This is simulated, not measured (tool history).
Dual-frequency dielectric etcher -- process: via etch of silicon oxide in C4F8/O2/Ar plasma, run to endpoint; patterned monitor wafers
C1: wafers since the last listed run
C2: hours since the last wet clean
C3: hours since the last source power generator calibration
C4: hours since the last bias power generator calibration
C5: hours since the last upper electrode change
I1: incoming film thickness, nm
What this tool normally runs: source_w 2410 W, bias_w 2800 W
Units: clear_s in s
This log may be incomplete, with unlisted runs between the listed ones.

{"run": 1, "hour": 0.0, "source_w": 2410, "bias_w": 3088, "C1": 0, "C2": 15.6, "C3": 3130.6, "C4": 3197.6, "C5": 2357.4, "I1": 1476.8, "clear_s": 273.6}
{"run": 2, "hour": 31.2, "source_w": 2410, "bias_w": 3088, "C1": 190, "C2": 46.8, "C3": 3161.8, "C4": 3228.8, "C5": 2388.6, "I1": 1478.8, "clear_s": 270.6}
{"run": 3, "hour": 56.7, "source_w": 2850, "bias_w": 3134, "C1": 155, "C2": 72.3, "C3": 3187.3, "C4": 3254.3, "C5": 2414.1, "I1": 1471.8, "clear_s": 250.4}
{"run": 4, "hour": 124.9, "source_w": 2850, "bias_w": 3134, "C1": 415, "C2": 140.5, "C3": 3255.5, "C4": 3322.5, "C5": 2482.3, "I1": 1475.2, "clear_s": 252.8}
{"run": 5, "hour": 172.8, "source_w": 2410, "bias_w": 2800, "C1": 291, "C2": 188.4, "C3": 3303.4, "C4": 3370.4, "C5": 2530.2, "I1": 1452.0, "clear_s": 281.4}
{"run": 6, "hour": 197.7, "source_w": 2410, "bias_w": 2800, "C1": 151, "C2": 213.3, "C3": 3328.3, "C4": 3395.3, "C5": 2555.1, "I1": 1473.9, "clear_s": 284.8}
{"run": 7, "hour": 248.6, "source_w": 2410, "bias_w": 2800, "C1": 310, "C2": 264.2, "C3": 3379.2, "C4": 3446.2, "C5": 2606.0, "I1": 1477.1, "clear_s": 287.9}
{"run": 8, "hour": 319.2, "source_w": 2410, "bias_w": 2800, "C1": 430, "C2": 334.8, "C3": 3449.8, "C4": 3516.8, "C5": 2676.6, "I1": 1471.4, "clear_s": 285.8}
{"run": 9, "hour": 369.2, "source_w": 2410, "bias_w": 2800, "C1": 304, "C2": 384.8, "C3": 3499.8, "C4": 3566.8, "C5": 2726.6, "I1": 1468.8, "clear_s": 287.6}
{"run": 10, "hour": 402.0, "source_w": 2280, "bias_w": 2328, "C1": 199, "C2": 417.6, "C3": 3532.6, "C4": 3599.6, "C5": 2759.4, "I1": 1482.8, "clear_s": 318.1}
{"hour": 498.4, "done": "wet clean of the chamber"}
{"run": 11, "hour": 498.9, "source_w": 2980, "bias_w": 3093, "C1": 444, "C2": 0.5, "C3": 3629.5, "C4": 3696.5, "C5": 2856.3, "I1": 1479.0, "clear_s": 250.0}
{"run": 12, "hour": 539.7, "source_w": 2650, "bias_w": 2415, "C1": 248, "C2": 41.3, "C3": 3670.3, "C4": 3737.3, "C5": 2897.1, "I1": 1457.2, "clear_s": 283.6}
{"hour": 609.3, "done": "source power generator calibrated"}
{"run": 13, "hour": 609.8, "source_w": 2410, "bias_w": 2800, "C1": 402, "C2": 111.4, "C3": 0.5, "C4": 3807.4, "C5": 2967.2, "I1": 1479.6, "clear_s": 284.5}
{"run": 14, "hour": 672.6, "source_w": 2090, "bias_w": 3327, "C1": 382, "C2": 174.2, "C3": 63.3, "C4": 3870.2, "C5": 3030.0, "I1": 1482.0, "clear_s": 286.6}
{"hour": 760.2, "done": "upper electrode replaced, of another model than before"}
{"run": 15, "hour": 760.7, "source_w": 1930, "bias_w": 3415, "C1": 390, "C2": 262.3, "C3": 151.4, "C4": 3958.3, "C5": 0.5, "I1": 1460.1, "clear_s": 263.5}
{"hour": 829.9, "done": "bias power generator calibrated"}
{"run": 16, "hour": 912.4, "source_w": 2410, "bias_w": 3396, "C1": 899, "C2": 414.0, "C3": 303.1, "C4": 82.5, "C5": 152.2, "I1": 1473.6, "clear_s": 258.4}
{"run": 17, "hour": 956.6, "source_w": 2410, "bias_w": 2800, "C1": 269, "C2": 458.2, "C3": 347.3, "C4": 126.7, "C5": 196.4, "I1": 1467.1, "clear_s": 289.0}
{"run": 18, "hour": 1000.0, "source_w": 1860, "bias_w": 2323, "C1": 264, "C2": 501.6, "C3": 390.7, "C4": 170.1, "C5": 239.8, "I1": 1470.1, "clear_s": 344.2}
{"hour": 1078.5, "done": "wet clean of the chamber"}
{"run": 19, "hour": 1079.0, "source_w": 2410, "bias_w": 2800, "C1": 335, "C2": 0.5, "C3": 469.7, "C4": 249.1, "C5": 318.8, "I1": 1494.4, "clear_s": 284.8}
{"run": 20, "hour": 1088.1, "source_w": 2940, "bias_w": 2990, "C1": 55, "C2": 9.6, "C3": 478.8, "C4": 258.2, "C5": 327.9, "I1": 1481.5, "clear_s": 261.2}

Branching from run 20: 3 alternative next runs. What would each branch give?
{"run": "A", "hour": 1088.6, "source_w": 2410, "bias_w": 2800, "C1": 3, "C2": 10.1, "C3": 479.3, "C4": 258.7, "C5": 328.4, "I1": 1479.1, "clear_s": "?"}
{"run": "B", "hour": 1088.6, "source_w": 2690, "bias_w": 2800, "C1": 3, "C2": 10.1, "C3": 479.3, "C4": 258.7, "C5": 328.4, "I1": 1479.1, "clear_s": "?"}
{"run": "C", "hour": 1088.6, "source_w": 2120, "bias_w": 3471, "C1": 3, "C2": 10.1, "C3": 479.3, "C4": 258.7, "C5": 328.4, "I1": 1479.1, "clear_s": "?"}

run=A clear_s=285.7
run=B clear_s=278.5
run=C clear_s=259.3
What these runs would have given with no unlogged condition in the tool:
run=A clear_s=285.1
run=B clear_s=277.9
run=C clear_s=258.7

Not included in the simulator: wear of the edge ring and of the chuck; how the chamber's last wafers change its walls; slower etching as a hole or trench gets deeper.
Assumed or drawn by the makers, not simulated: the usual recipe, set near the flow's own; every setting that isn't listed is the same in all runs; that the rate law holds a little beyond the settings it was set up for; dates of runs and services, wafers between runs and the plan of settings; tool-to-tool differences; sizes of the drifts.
